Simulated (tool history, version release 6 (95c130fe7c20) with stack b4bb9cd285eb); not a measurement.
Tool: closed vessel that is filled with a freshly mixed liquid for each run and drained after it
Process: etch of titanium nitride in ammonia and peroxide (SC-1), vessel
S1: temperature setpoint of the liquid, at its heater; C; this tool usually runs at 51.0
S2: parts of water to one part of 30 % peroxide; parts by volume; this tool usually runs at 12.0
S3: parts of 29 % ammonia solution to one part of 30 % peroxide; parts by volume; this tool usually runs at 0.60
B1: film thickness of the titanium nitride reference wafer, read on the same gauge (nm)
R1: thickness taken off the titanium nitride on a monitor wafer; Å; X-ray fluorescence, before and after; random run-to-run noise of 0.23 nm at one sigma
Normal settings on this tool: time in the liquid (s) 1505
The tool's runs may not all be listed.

{"run": 1, "hour": 0.0, "S1": 51.0, "S2": 12.0, "S3": 0.6, "time in the liquid (s)": 1505, "B1": 69.99, "R1": 552.7}
{"run": 2, "hour": 20.7, "S1": 51.0, "S2": 12.0, "S3": 0.6, "time in the liquid (s)": 1505, "B1": 70.0, "R1": 555.6}
{"run": 3, "hour": 55.4, "S1": 51.0, "S2": 12.0, "S3": 0.6, "time in the liquid (s)": 1505, "B1": 69.99, "R1": 554.8}
{"run": 4, "hour": 68.6, "S1": 51.0, "S2": 12.0, "S3": 0.6, "time in the liquid (s)": 1505, "B1": 70.01, "R1": 556.9}
{"run": 5, "hour": 81.2, "S1": 51.0, "S2": 12.0, "S3": 0.6, "time in the liquid (s)": 1505, "B1": 70.05, "R1": 555.0}
{"run": 6, "hour": 111.0, "S1": 51.0, "S2": 12.0, "S3": 0.6, "time in the liquid (s)": 1505, "B1": 70.04, "R1": 555.9}
{"run": 7, "hour": 124.8, "S1": 51.0, "S2": 12.0, "S3": 0.6, "time in the liquid (s)": 1505, "B1": 70.03, "R1": 558.1}
{"run": 8, "hour": 142.8, "S1": 51.0, "S2": 12.0, "S3": 0.6, "time in the liquid (s)": 1505, "B1": 69.99, "R1": 561.1}
{"run": 9, "hour": 162.3, "S1": 51.0, "S2": 12.0, "S3": 0.6, "time in the liquid (s)": 1505, "B1": 69.97, "R1": 559.2}
{"run": 10, "hour": 198.2, "S1": 51.0, "S2": 12.0, "S3": 0.7, "time in the liquid (s)": 1505, "B1": 69.97, "R1": 579.1}
{"hour": 224.8, "done": "ammonia flow meter replaced"}
{"run": 11, "hour": 228.5, "S1": 51.0, "S2": 12.0, "S3": 0.7, "time in the liquid (s)": 1505, "B1": 70.03, "R1": 583.6}
{"run": 12, "hour": 253.8, "S1": 51.0, "S2": 12.0, "S3": 0.6, "time in the liquid (s)": 660, "B1": 70.05, "R1": 247.0}
{"hour": 269.9, "done": "thermometer replaced"}
{"run": 13, "hour": 270.4, "S1": 51.0, "S2": 12.0, "S3": 0.7, "time in the liquid (s)": 1505, "B1": 69.99, "R1": 533.6}
{"run": 14, "hour": 282.2, "S1": 58.5, "S2": 16.0, "S3": 0.6, "time in the liquid (s)": 1505, "B1": 70.0, "R1": 747.2}
{"run": 15, "hour": 311.7, "S1": 51.0, "S2": 12.0, "S3": 0.6, "time in the liquid (s)": 1505, "B1": 70.0, "R1": 524.2}
{"run": 16, "hour": 347.2, "S1": 44.5, "S2": 14.5, "S3": 0.9, "time in the liquid (s)": 1825, "B1": 70.01, "R1": 392.0}
{"hour": 397.2, "done": "gauge calibrated"}
{"hour": 406.5, "done": "new drum of ammonia solution connected"}
{"run": 17, "hour": 430.7, "S1": 51.0, "S2": 12.0, "S3": 0.45, "time in the liquid (s)": 2335, "B1": 70.01, "R1": 783.1}
{"run": 18, "hour": 464.3, "S1": 51.0, "S2": 7.0, "S3": 0.6, "time in the liquid (s)": 1965, "B1": 70.0, "R1": 908.8}
{"run": 19, "hour": 484.8, "S1": 41.0, "S2": 12.0, "S3": 0.6, "time in the liquid (s)": 1505, "B1": 70.01, "R1": 262.3}
{"run": 20, "hour": 519.9, "S1": 51.0, "S2": 18.0, "S3": 0.45, "time in the liquid (s)": 1505, "B1": 70.01, "R1": 409.4}
{"run": 21, "hour": 535.0, "S1": 59.5, "S2": 16.0, "S3": 0.75, "time in the liquid (s)": 1505, "B1": 70.01, "R1": 839.4}
{"run": 22, "hour": 562.1, "S1": 51.0, "S2": 12.0, "S3": 0.75, "time in the liquid (s)": 610, "B1": 69.99, "R1": 225.7}
{"run": 23, "hour": 583.6, "S1": 51.0, "S2": 12.0, "S3": 0.6, "time in the liquid (s)": 1870, "B1": 70.01, "R1": 671.7}

4 options for the next run, each taken on its own from the tool as it stands now. Forecast them:
{"run": "A", "hour": 584.7, "S1": 51.0, "S2": 12.0, "S3": 0.6, "time in the liquid (s)": 1505, "B1": "?", "R1": "?"}
{"run": "B", "hour": 584.7, "S1": 51.0, "S2": 12.0, "S3": 0.85, "time in the liquid (s)": 2170, "B1": "?", "R1": "?"}
{"run": "C", "hour": 584.7, "S1": 51.0, "S2": 9.0, "S3": 0.6, "time in the liquid (s)": 1505, "B1": "?", "R1": "?"}
{"run": "D", "hour": 584.7, "S1": 41.5, "S2": 7.0, "S3": 0.75, "time in the liquid (s)": 1980, "B1": "?", "R1": "?"}

run=A B1=70.01 R1=539.9
run=B B1=70.01 R1=825.6
run=C B1=70.01 R1=627.0
run=D B1=70.01 R1=492.4
With the hidden condition removed and each run's random variation left untouched, the same runs would have given:
run=A R1=522.7
run=B R1=799.2
run=C R1=607.0
run=D R1=475.7

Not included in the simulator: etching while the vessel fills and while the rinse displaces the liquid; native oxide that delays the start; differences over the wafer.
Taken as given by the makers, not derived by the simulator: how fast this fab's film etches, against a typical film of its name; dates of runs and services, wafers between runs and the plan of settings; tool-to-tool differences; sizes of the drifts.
